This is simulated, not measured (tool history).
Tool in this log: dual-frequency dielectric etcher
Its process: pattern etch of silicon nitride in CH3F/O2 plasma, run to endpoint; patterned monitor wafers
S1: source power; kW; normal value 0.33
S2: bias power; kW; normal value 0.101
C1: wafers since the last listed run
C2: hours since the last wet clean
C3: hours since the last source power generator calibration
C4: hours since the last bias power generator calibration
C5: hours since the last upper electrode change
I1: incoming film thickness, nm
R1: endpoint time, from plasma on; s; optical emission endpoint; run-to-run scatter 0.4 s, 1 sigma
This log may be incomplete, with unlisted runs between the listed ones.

Run 1, hour 0: usual settings but S1 0.31 kW, S2 0.12 kW; C1 0; C2 164.3; C3 2295.8; C4 1585.4; C5 4394; I1 76.4. Result: R1 81.3 s.
Run 2, hour 74.3: usual settings but S1 0.31 kW, S2 0.12 kW; C1 683; C2 238.6; C3 2370.1; C4 1659.7; C5 4468.3; I1 76.3. Result: R1 81.4 s.
Run 3, hour 169.3: usual settings but S1 0.31 kW, S2 0.12 kW; C1 873; C2 333.6; C3 2465.1; C4 1754.7; C5 4563.3; I1 75.6. Result: R1 80.7 s.
Run 4, hour 238: usual settings; C1 631; C2 402.3; C3 2533.8; C4 1823.4; C5 4632; I1 75.8. Result: R1 85.3 s.
At hour 320.6: wet clean of the chamber.
Run 5, hour 321.1: usual settings; C1 543; C2 0.5; C3 2616.9; C4 1906.5; C5 4715.1; I1 75.8. Result: R1 85.7 s.
Run 6, hour 413.5: usual settings; C1 849; C2 92.9; C3 2709.3; C4 1998.9; C5 4807.5; I1 75.9. Result: R1 85.5 s.
Run 7, hour 476.4: usual settings; C1 578; C2 155.8; C3 2772.2; C4 2061.8; C5 4870.4; I1 76.3. Result: R1 86.5 s.
Run 8, hour 512.4: usual settings; C1 330; C2 191.8; C3 2808.2; C4 2097.8; C5 4906.4; I1 75.8. Result: R1 85.4 s.
Run 9, hour 554.6: usual settings; C1 388; C2 234; C3 2850.4; C4 2140; C5 4948.6; I1 75.3. Result: R1 84.6 s.
Run 10, hour 655.5: usual settings; C1 927; C2 334.9; C3 2951.3; C4 2240.9; C5 5049.5; I1 75.7. Result: R1 84.9 s.
Run 11, hour 766.1: usual settings but S2 0.12 kW; C1 1016; C2 445.5; C3 3061.9; C4 2351.5; C5 5160.1; I1 76.6. Result: R1 78.7 s.
Run 12, hour 829.6: usual settings but S2 0.12 kW; C1 583; C2 509; C3 3125.4; C4 2415; C5 5223.6; I1 75.8. Result: R1 78.7 s.
Run 13, hour 879.8: usual settings but S2 0.12 kW; C1 461; C2 559.2; C3 3175.6; C4 2465.2; C5 5273.8; I1 76.4. Result: R1 78.3 s.
At hour 930.7: wet clean of the chamber.
Run 14, hour 1048.8: usual settings; C1 1333; C2 118.1; C3 3344.6; C4 2634.2; C5 5442.8; I1 75.5. Result: R1 84.3 s.
Run 15, hour 1117.2: usual settings; C1 628; C2 186.5; C3 3413; C4 2702.6; C5 5511.2; I1 75.4. Result: R1 84.1 s.
At hour 1248.8: upper electrode replaced.
At hour 1401.2: wet clean of the chamber.
Run 16, hour 1401.7: usual settings; C1 2174; C2 0.5; C3 3697.5; C4 2987.1; C5 152.9; I1 76.2. Result: R1 85.8 s.
At hour 1418.7: bias power generator calibrated.
Run 17, hour 1449.8: usual settings; C1 405; C2 48.6; C3 3745.6; C4 31.1; C5 201; I1 76.3. Result: R1 84.4 s.
Run 18, hour 1513.1: usual settings; C1 582; C2 111.9; C3 3808.9; C4 94.4; C5 264.3; I1 75.9. Result: R1 84 s.
At hour 1519.9: source power generator calibrated.
Run 19, hour 1580.8: usual settings but S1 0.26 kW; C1 585; C2 179.6; C3 60.9; C4 162.1; C5 332; I1 75. Result: R1 92.8 s.
Run 20, hour 1649.5: usual settings but S1 0.35 kW; C1 631; C2 248.3; C3 129.6; C4 230.8; C5 400.7; I1 75.8. Result: R1 81.1 s.
Run 21, hour 1735.7: usual settings but S1 0.4 kW; C1 792; C2 334.5; C3 215.8; C4 317; C5 486.9; I1 76.8. Result: R1 77.7 s.
Run 22, hour 1788.8: usual settings but S1 0.27 kW, S2 0.082 kW; C1 488; C2 387.6; C3 268.9; C4 370.1; C5 540; I1 76. Result: R1 101.9 s.
Run 23, hour 1867.5: usual settings but S2 0.086 kW; C1 723; C2 466.3; C3 347.6; C4 448.8; C5 618.7; I1 76.2. Result: R1 91 s.

For run 24, what comes out?
At hour 1915.9: bias power generator calibrated, repeated, since the last time left the tool worse.
Run 24, hour 1961.5: usual settings but S1 0.41 kW, S2 0.081 kW; C1 827; C2 560.3; C3 441.6; C4 45.6; C5 712.7; I1 76.3. Result: R1 ?.

Run 24 yielded R1 86.8 s.
The same run, on a tool lacking any hidden state, would have yielded R1 86.9 s.
